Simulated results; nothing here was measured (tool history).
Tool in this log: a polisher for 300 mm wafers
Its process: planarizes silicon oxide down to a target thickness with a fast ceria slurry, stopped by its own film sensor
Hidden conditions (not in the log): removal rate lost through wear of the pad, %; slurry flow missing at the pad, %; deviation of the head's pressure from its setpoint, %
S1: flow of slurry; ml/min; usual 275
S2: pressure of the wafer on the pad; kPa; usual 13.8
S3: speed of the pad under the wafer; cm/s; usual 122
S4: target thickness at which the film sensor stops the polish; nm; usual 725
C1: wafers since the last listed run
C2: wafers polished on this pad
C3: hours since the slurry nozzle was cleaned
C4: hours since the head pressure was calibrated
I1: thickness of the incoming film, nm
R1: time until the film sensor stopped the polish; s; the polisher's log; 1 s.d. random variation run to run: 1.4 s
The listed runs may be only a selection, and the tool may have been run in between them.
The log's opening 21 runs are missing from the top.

run,hour,S1,S2,S3,S4,C1,C2,C3,C4,I1,R1
# hour 256.9: worn pad replaced by a new one, of another model than before
22,264.0,275,17.9,154,725,229,66,464.7,1087.7,1989.5,53.5
23,280.0,300,9.7,90,452,150,216,480.7,1103.7,1993.7,147.7
# hour 283.7: head pressure recalibrated
24,289.3,275,10.3,122,861,68,285,490.0,5.6,1968.2,82.1
25,300.7,275,13.8,146,1020,107,392,501.4,17.0,1961.8,51.9
26,306.7,275,15.9,164,725,56,448,507.4,23.0,1961.2,56.7
27,313.5,275,13.8,122,725,63,512,514.2,29.8,1949.5,77.3
# hour 326.2: slurry nozzle cleaned
28,345.4,275,13.8,122,1104,290,802,19.2,61.7,1960.9,53.0
29,359.5,310,9.7,160,725,132,935,33.3,75.8,2006.8,91.3

The next listed run, before its measurement:
# hour 372.4: worn pad replaced by a new one
30,372.9,220,9.7,144,522,88,4,46.7,89.2,1977.4,?

Run 30 gave R1 105.0 s.
Take away the tool's hidden state, keep the run-to-run variation as it was, and the same run would have given R1 102.7 s.
